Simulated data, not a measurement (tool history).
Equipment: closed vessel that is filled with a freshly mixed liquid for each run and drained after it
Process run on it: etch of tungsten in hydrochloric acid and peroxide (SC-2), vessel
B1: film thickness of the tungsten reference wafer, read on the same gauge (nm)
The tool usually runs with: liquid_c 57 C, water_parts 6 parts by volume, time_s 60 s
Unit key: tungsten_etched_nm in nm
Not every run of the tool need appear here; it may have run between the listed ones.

{"run": 1, "day": 0.0, "liquid_c": 57, "water_parts": 6, "time_s": 60, "B1": 83.26, "tungsten_etched_nm": 29.34}
{"run": 2, "day": 2.45, "liquid_c": 57, "water_parts": 6, "time_s": 60, "B1": 83.31, "tungsten_etched_nm": 29.98}
{"run": 3, "day": 5.212, "liquid_c": 57, "water_parts": 6, "time_s": 60, "B1": 83.36, "tungsten_etched_nm": 29.45}
{"run": 4, "day": 7.167, "liquid_c": 57, "water_parts": 6, "time_s": 60, "B1": 83.39, "tungsten_etched_nm": 30.11}
{"run": 5, "day": 10.821, "liquid_c": 57, "water_parts": 6, "time_s": 60, "B1": 83.46, "tungsten_etched_nm": 29.58}
{"day": 14.067, "done": "new drum of peroxide connected"}
{"run": 6, "day": 15.217, "liquid_c": 57, "water_parts": 6, "time_s": 60, "B1": 83.53, "tungsten_etched_nm": 29.72}
{"run": 7, "day": 17.892, "liquid_c": 57, "water_parts": 6, "time_s": 60, "B1": 83.58, "tungsten_etched_nm": 30.13}
{"run": 8, "day": 22.004, "liquid_c": 57, "water_parts": 6, "time_s": 60, "B1": 83.63, "tungsten_etched_nm": 29.93}
{"run": 9, "day": 26.175, "liquid_c": 61, "water_parts": 6, "time_s": 60, "B1": 83.67, "tungsten_etched_nm": 37.96}
{"day": 30.192, "done": "new drum of peroxide connected"}
{"day": 30.567, "done": "thermometer replaced"}
{"run": 10, "day": 30.658, "liquid_c": 61, "water_parts": 6, "time_s": 60, "B1": 83.69, "tungsten_etched_nm": 37.88}
{"run": 11, "day": 33.017, "liquid_c": 61, "water_parts": 6, "time_s": 60, "B1": 83.7, "tungsten_etched_nm": 37.67}
{"run": 12, "day": 36.483, "liquid_c": 57, "water_parts": 6, "time_s": 60, "B1": 83.73, "tungsten_etched_nm": 29.64}
{"day": 38.721, "done": "gauge calibrated"}
{"run": 13, "day": 45.142, "liquid_c": 57, "water_parts": 6, "time_s": 60, "B1": 81.48, "tungsten_etched_nm": 29.21}
{"day": 46.092, "done": "new drum of peroxide connected"}
{"run": 14, "day": 48.208, "liquid_c": 64, "water_parts": 6, "time_s": 60, "B1": 81.82, "tungsten_etched_nm": 44.92}
{"run": 15, "day": 51.304, "liquid_c": 57, "water_parts": 4, "time_s": 60, "B1": 82.15, "tungsten_etched_nm": 38.55}
{"run": 16, "day": 53.392, "liquid_c": 57, "water_parts": 6, "time_s": 60, "B1": 82.31, "tungsten_etched_nm": 29.54}
{"run": 17, "day": 55.954, "liquid_c": 48.5, "water_parts": 5, "time_s": 90, "B1": 82.51, "tungsten_etched_nm": 29.29}
{"day": 58.329, "done": "thermometer replaced"}
{"run": 18, "day": 58.642, "liquid_c": 53.5, "water_parts": 7.5, "time_s": 50, "B1": 82.7, "tungsten_etched_nm": 16.28}
{"run": 19, "day": 61.55, "liquid_c": 64.5, "water_parts": 8, "time_s": 90, "B1": 82.9, "tungsten_etched_nm": 57.01}
{"day": 64.871, "done": "new drum of peroxide connected"}
{"run": 20, "day": 65.308, "liquid_c": 62.5, "water_parts": 5, "time_s": 80, "B1": 83.12, "tungsten_etched_nm": 63.45}

Run 21, settings as shown, results not yet in. Your forecast:
{"day": 68.538, "done": "chemicals flow meter replaced"}
{"run": 21, "day": 69.054, "liquid_c": 57, "water_parts": 6, "time_s": 60, "B1": "?", "tungsten_etched_nm": "?"}

{"run 21": {"B1": 83.27, "tungsten_etched_nm": 29.54}}
The same run, on a tool lacking any hidden state, would have yielded tungsten_etched_nm 28.38 nm.
